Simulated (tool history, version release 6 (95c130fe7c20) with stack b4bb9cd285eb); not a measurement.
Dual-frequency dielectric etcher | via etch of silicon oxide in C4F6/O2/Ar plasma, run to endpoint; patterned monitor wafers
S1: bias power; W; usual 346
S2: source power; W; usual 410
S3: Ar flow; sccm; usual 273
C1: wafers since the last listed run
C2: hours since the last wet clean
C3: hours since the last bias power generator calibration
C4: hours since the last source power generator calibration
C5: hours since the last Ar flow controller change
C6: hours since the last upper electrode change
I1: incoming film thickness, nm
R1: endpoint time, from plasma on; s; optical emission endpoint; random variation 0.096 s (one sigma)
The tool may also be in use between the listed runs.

run 1 day=0 | S1=287 S2=350 S3=273 | C1=0 C2=95.6 C3=4462.4 C4=704 C5=1535.1 C6=4478.1 | I1=83.3 | R1=25
run 2 day=2.717 | S1=346 S2=410 S3=273 | C1=690 C2=160.8 C3=4527.6 C4=769.2 C5=1600.3 C6=4543.3 | I1=84.2 | R1=21.1
run 3 day=3.825 | S1=346 S2=410 S3=273 | C1=281 C2=187.4 C3=4554.2 C4=795.8 C5=1626.9 C6=4569.9 | I1=83.4 | R1=20.9
run 4 day=6.25 | S1=284 S2=470 S3=273 | C1=616 C2=245.6 C3=4612.4 C4=854 C5=1685.1 C6=4628.1 | I1=83.8 | R1=22.2
run 5 day=9.162 | S1=284 S2=470 S3=273 | C1=740 C2=315.5 C3=4682.3 C4=923.9 C5=1755 C6=4698 | I1=83.2 | R1=22.2
-- day=12.104 upper electrode replaced
run 6 day=12.125 | S1=346 S2=410 S3=230 | C1=499 C2=386.6 C3=4753.4 C4=995 C5=1826.1 C6=0.5 | I1=82.3 | R1=20.4
run 7 day=13.408 | S1=346 S2=410 S3=230 | C1=326 C2=417.4 C3=4784.2 C4=1025.8 C5=1856.9 C6=31.3 | I1=83 | R1=20.6
-- day=14.833 Ar flow controller replaced
run 8 day=15.367 | S1=346 S2=410 S3=230 | C1=434 C2=464.4 C3=4831.2 C4=1072.8 C5=12.8 C6=78.3 | I1=84.3 | R1=21
run 9 day=17.638 | S1=346 S2=320 S3=329 | C1=577 C2=518.9 C3=4885.7 C4=1127.3 C5=67.3 C6=132.8 | I1=83.8 | R1=24.3
run 10 day=20.533 | S1=346 S2=410 S3=273 | C1=736 C2=588.4 C3=4955.2 C4=1196.8 C5=136.8 C6=202.3 | I1=82.5 | R1=20.9
run 11 day=22.792 | S1=319 S2=410 S3=273 | C1=574 C2=642.6 C3=5009.4 C4=1251 C5=191 C6=256.5 | I1=84 | R1=22.6
-- day=24.717 wet clean of the chamber
run 12 day=25.067 | S1=346 S2=410 S3=273 | C1=324 C2=8.4 C3=5064 C4=1305.6 C5=245.6 C6=311.1 | I1=82.9 | R1=20.6
run 13 day=27.883 | S1=346 S2=480 S3=251 | C1=716 C2=76 C3=5131.6 C4=1373.2 C5=313.2 C6=378.7 | I1=82.7 | R1=19.1
run 14 day=30.554 | S1=413 S2=500 S3=252 | C1=679 C2=140.1 C3=5195.7 C4=1437.3 C5=377.3 C6=442.8 | I1=83.3 | R1=17.1
run 15 day=32.575 | S1=346 S2=410 S3=230 | C1=513 C2=188.6 C3=5244.2 C4=1485.8 C5=425.8 C6=491.3 | I1=84.3 | R1=20.6
-- day=33.162 bias power generator calibrated
run 16 day=35.4 | S1=346 S2=460 S3=241 | C1=676 C2=256.4 C3=53.7 C4=1553.6 C5=493.6 C6=559.1 | I1=82.9 | R1=19.6
-- day=35.904 source power generator calibrated
run 17 day=37.929 | S1=372 S2=410 S3=273 | C1=600 C2=317.1 C3=114.4 C4=48.6 C5=554.3 C6=619.8 | I1=83 | R1=20.2
run 18 day=40.567 | S1=346 S2=410 S3=273 | C1=670 C2=380.4 C3=177.7 C4=111.9 C5=617.6 C6=683.1 | I1=83.3 | R1=20.9
run 19 day=42.083 | S1=373 S2=340 S3=273 | C1=385 C2=416.8 C3=214.1 C4=148.3 C5=654 C6=719.5 | I1=83.3 | R1=21.9
run 20 day=43.396 | S1=346 S2=350 S3=273 | C1=333 C2=448.3 C3=245.6 C4=179.8 C5=685.5 C6=751 | I1=82.9 | R1=22.6
run 21 day=44.425 | S1=346 S2=410 S3=211 | C1=261 C2=473 C3=270.3 C4=204.5 C5=710.2 C6=775.7 | I1=83.1 | R1=20.4
run 22 day=45.846 | S1=346 S2=410 S3=273 | C1=361 C2=507.1 C3=304.4 C4=238.6 C5=744.3 C6=809.8 | I1=83.8 | R1=21.1
-- day=48.908 wet clean of the chamber
run 23 day=48.929 | S1=346 S2=410 S3=273 | C1=529 C2=0.5 C3=378.4 C4=312.6 C5=818.3 C6=883.8 | I1=83.5 | R1=20.8
run 24 day=49.771 | S1=420 S2=460 S3=206 | C1=214 C2=20.7 C3=398.6 C4=332.8 C5=838.5 C6=904 | I1=83.3 | R1=17.3
run 25 day=52.038 | S1=346 S2=410 S3=273 | C1=576 C2=75.1 C3=453 C4=387.2 C5=892.9 C6=958.4 | I1=84.4 | R1=21
run 26 day=53.108 | S1=346 S2=440 S3=330 | C1=272 C2=100.8 C3=478.7 C4=412.9 C5=918.6 C6=984.1 | I1=82.6 | R1=20.4
run 27 day=55.738 | S1=346 S2=410 S3=273 | C1=668 C2=163.9 C3=541.8 C4=476 C5=981.7 C6=1047.2 | I1=83.2 | R1=20.7
run 28 day=57.612 | S1=320 S2=340 S3=252 | C1=476 C2=208.9 C3=586.8 C4=521 C5=1026.7 C6=1092.2 | I1=83.5 | R1=23.7
run 29 day=60.325 | S1=346 S2=410 S3=228 | C1=689 C2=274 C3=651.9 C4=586.1 C5=1091.8 C6=1157.3 | I1=83.6 | R1=20.8

The same runs without the tool's hidden state, with the same run-to-run variation:
The hidden state here: etch rate over this chamber's usual, %; bias power that arrives over what is set, %; source power that arrives over what is set, %; Ar flow that arrives over what is set, %.
run=1 R1=24.9
run=2 R1=20.9
run=3 R1=20.7
run=4 R1=22
run=5 R1=21.9
run=6 R1=20
run=7 R1=20.2
run=8 R1=20.6
run=9 R1=23.8
run=10 R1=20.4
run=11 R1=21.9
run=12 R1=20.6
run=13 R1=19
run=14 R1=17
run=15 R1=20.4
run=16 R1=19.4
run=17 R1=19.9
run=18 R1=20.6
run=19 R1=21.5
run=20 R1=22.2
run=21 R1=20.1
run=22 R1=20.7
run=23 R1=20.8
run=24 R1=17.3
run=25 R1=20.9
run=26 R1=20.3
run=27 R1=20.5
run=28 R1=23.4
run=29 R1=20.5
